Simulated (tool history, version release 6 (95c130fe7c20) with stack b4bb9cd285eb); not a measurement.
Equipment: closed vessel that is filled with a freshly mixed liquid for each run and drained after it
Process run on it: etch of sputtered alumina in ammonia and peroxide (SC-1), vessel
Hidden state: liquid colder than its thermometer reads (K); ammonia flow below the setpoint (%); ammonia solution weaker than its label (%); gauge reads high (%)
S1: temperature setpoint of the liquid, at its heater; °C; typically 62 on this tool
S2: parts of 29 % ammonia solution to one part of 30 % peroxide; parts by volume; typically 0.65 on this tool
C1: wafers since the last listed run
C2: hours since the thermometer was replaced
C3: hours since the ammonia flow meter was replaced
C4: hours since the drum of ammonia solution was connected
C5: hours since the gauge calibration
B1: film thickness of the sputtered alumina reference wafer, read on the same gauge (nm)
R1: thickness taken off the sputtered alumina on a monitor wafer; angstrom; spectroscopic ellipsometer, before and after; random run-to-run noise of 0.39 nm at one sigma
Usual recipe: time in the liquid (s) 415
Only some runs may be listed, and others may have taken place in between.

{"run": 1, "hour": 0.0, "S1": 62, "S2": 0.65, "time in the liquid (s)": 415, "C1": 0, "C2": 6.5, "C3": 444.9, "C4": 252.7, "C5": 863.3, "B1": 99.93, "R1": 422.2}
{"run": 2, "hour": 30.0, "S1": 62, "S2": 0.65, "time in the liquid (s)": 230, "C1": 1616, "C2": 36.5, "C3": 474.9, "C4": 282.7, "C5": 893.3, "B1": 100.02, "R1": 235.8}
{"run": 3, "hour": 55.7, "S1": 62, "S2": 0.65, "time in the liquid (s)": 230, "C1": 1385, "C2": 62.2, "C3": 500.6, "C4": 308.4, "C5": 919, "B1": 100.01, "R1": 230}
{"run": 4, "hour": 90.8, "S1": 62, "S2": 0.65, "time in the liquid (s)": 230, "C1": 1891, "C2": 97.3, "C3": 535.7, "C4": 343.5, "C5": 954.1, "B1": 100.02, "R1": 231.6}
{"run": 5, "hour": 115.5, "S1": 66.5, "S2": 0.65, "time in the liquid (s)": 520, "C1": 1331, "C2": 122, "C3": 560.4, "C4": 368.2, "C5": 978.8, "B1": 100, "R1": 664.4}
{"run": 6, "hour": 142.2, "S1": 70, "S2": 0.35, "time in the liquid (s)": 305, "C1": 1438, "C2": 148.7, "C3": 587.1, "C4": 394.9, "C5": 1005.5, "B1": 100, "R1": 428.9}
{"hour": 167.1, "done": "ammonia flow meter replaced"}
{"run": 7, "hour": 174.7, "S1": 62, "S2": 0.65, "time in the liquid (s)": 210, "C1": 1697, "C2": 181.2, "C3": 7.6, "C4": 427.4, "C5": 1038, "B1": 100.01, "R1": 211.1}
{"hour": 184.5, "done": "new drum of ammonia solution connected"}
{"run": 8, "hour": 201.3, "S1": 62, "S2": 0.65, "time in the liquid (s)": 415, "C1": 1379, "C2": 207.8, "C3": 34.2, "C4": 16.8, "C5": 1064.6, "B1": 99.96, "R1": 414.8}
{"run": 9, "hour": 220.0, "S1": 56.5, "S2": 0.95, "time in the liquid (s)": 415, "C1": 1007, "C2": 226.5, "C3": 52.9, "C4": 35.5, "C5": 1083.3, "B1": 100, "R1": 317.8}
{"run": 10, "hour": 250.4, "S1": 55.5, "S2": 0.65, "time in the liquid (s)": 415, "C1": 1638, "C2": 256.9, "C3": 83.3, "C4": 65.9, "C5": 1113.7, "B1": 100, "R1": 293.4}
{"run": 11, "hour": 283.3, "S1": 58.5, "S2": 0.8, "time in the liquid (s)": 565, "C1": 1773, "C2": 289.8, "C3": 116.2, "C4": 98.8, "C5": 1146.6, "B1": 99.98, "R1": 473}
{"run": 12, "hour": 303.5, "S1": 62, "S2": 0.95, "time in the liquid (s)": 415, "C1": 1088, "C2": 310, "C3": 136.4, "C4": 119, "C5": 1166.8, "B1": 99.96, "R1": 431.8}
{"run": 13, "hour": 337.8, "S1": 70, "S2": 0.55, "time in the liquid (s)": 415, "C1": 1848, "C2": 344.3, "C3": 170.7, "C4": 153.3, "C5": 1201.1, "B1": 99.98, "R1": 600.7}
{"run": 14, "hour": 369.8, "S1": 54, "S2": 0.4, "time in the liquid (s)": 415, "C1": 1724, "C2": 376.3, "C3": 202.7, "C4": 185.3, "C5": 1233.1, "B1": 100.04, "R1": 259.9}
{"run": 15, "hour": 402.6, "S1": 62, "S2": 0.4, "time in the liquid (s)": 320, "C1": 1767, "C2": 409.1, "C3": 235.5, "C4": 218.1, "C5": 1265.9, "B1": 99.97, "R1": 295.8}
{"run": 16, "hour": 435.0, "S1": 53.5, "S2": 0.4, "time in the liquid (s)": 560, "C1": 1746, "C2": 441.5, "C3": 267.9, "C4": 250.5, "C5": 1298.3, "B1": 99.96, "R1": 337.2}
{"hour": 444.4, "done": "gauge calibrated"}
{"run": 17, "hour": 448.4, "S1": 65.5, "S2": 0.55, "time in the liquid (s)": 530, "C1": 722, "C2": 454.9, "C3": 281.3, "C4": 263.9, "C5": 4, "B1": 99.98, "R1": 602.4}
{"run": 18, "hour": 479.2, "S1": 55.5, "S2": 0.65, "time in the liquid (s)": 605, "C1": 1659, "C2": 485.7, "C3": 312.1, "C4": 294.7, "C5": 34.8, "B1": 100.01, "R1": 423.3}
{"run": 19, "hour": 508.3, "S1": 62, "S2": 0.65, "time in the liquid (s)": 500, "C1": 1568, "C2": 514.8, "C3": 341.2, "C4": 323.8, "C5": 63.9, "B1": 100.04, "R1": 491.3}
{"run": 20, "hour": 543.9, "S1": 62, "S2": 0.65, "time in the liquid (s)": 415, "C1": 1918, "C2": 550.4, "C3": 376.8, "C4": 359.4, "C5": 99.5, "B1": 100.03, "R1": 409.1}
{"hour": 556.0, "done": "thermometer replaced"}
{"run": 21, "hour": 570.3, "S1": 65.5, "S2": 0.65, "time in the liquid (s)": 540, "C1": 1368, "C2": 14.3, "C3": 403.2, "C4": 385.8, "C5": 125.9, "B1": 100.01, "R1": 661.6}
{"run": 22, "hour": 584.9, "S1": 66, "S2": 0.35, "time in the liquid (s)": 300, "C1": 786, "C2": 28.9, "C3": 417.8, "C4": 400.4, "C5": 140.5, "B1": 100.01, "R1": 362.4}
{"run": 23, "hour": 601.2, "S1": 62, "S2": 0.65, "time in the liquid (s)": 415, "C1": 878, "C2": 45.2, "C3": 434.1, "C4": 416.7, "C5": 156.8, "B1": 99.96, "R1": 432}
{"run": 24, "hour": 625.9, "S1": 62, "S2": 0.65, "time in the liquid (s)": 415, "C1": 1331, "C2": 69.9, "C3": 458.8, "C4": 441.4, "C5": 181.5, "B1": 99.98, "R1": 429.5}
{"run": 25, "hour": 649.1, "S1": 70, "S2": 0.75, "time in the liquid (s)": 535, "C1": 1250, "C2": 93.1, "C3": 482, "C4": 464.6, "C5": 204.7, "B1": 99.99, "R1": 835.4}
{"hour": 702.6, "done": "new drum of ammonia solution connected"}
{"run": 26, "hour": 718.7, "S1": 62, "S2": 0.65, "time in the liquid (s)": 415, "C1": 3697, "C2": 162.7, "C3": 551.6, "C4": 16.1, "C5": 274.3, "B1": 99.95, "R1": 419.4}
{"run": 27, "hour": 749.5, "S1": 62, "S2": 0.65, "time in the liquid (s)": 415, "C1": 1659, "C2": 193.5, "C3": 582.4, "C4": 46.9, "C5": 305.1, "B1": 100.02, "R1": 424.7}
{"run": 28, "hour": 781.0, "S1": 62, "S2": 0.65, "time in the liquid (s)": 415, "C1": 1697, "C2": 225, "C3": 613.9, "C4": 78.4, "C5": 336.6, "B1": 100, "R1": 425.7}

Exercise: give the hidden state of the tool at every run:
ammonia flow below the setpoint (%): 0 across all the runs
ammonia solution weaker than its label (%): 0 across all the runs
gauge reads high (%): 0 across all the runs
H1: liquid colder than its thermometer reads (K)
run=1 H1=0.25
run=2 H1=0.315
run=3 H1=0.37
run=4 H1=0.446
run=5 H1=0.5
run=6 H1=0.557
run=7 H1=0.627
run=8 H1=0.685
run=9 H1=0.725
run=10 H1=0.791
run=11 H1=0.862
run=12 H1=0.906
run=13 H1=0.98
run=14 H1=1.05
run=15 H1=1.12
run=16 H1=1.19
run=17 H1=1.22
run=18 H1=1.29
run=19 H1=1.35
run=20 H1=1.42
run=21 H1=0.0435
run=22 H1=0.075
run=23 H1=0.11
run=24 H1=0.164
run=25 H1=0.214
run=26 H1=0.364
run=27 H1=0.431
run=28 H1=0.499
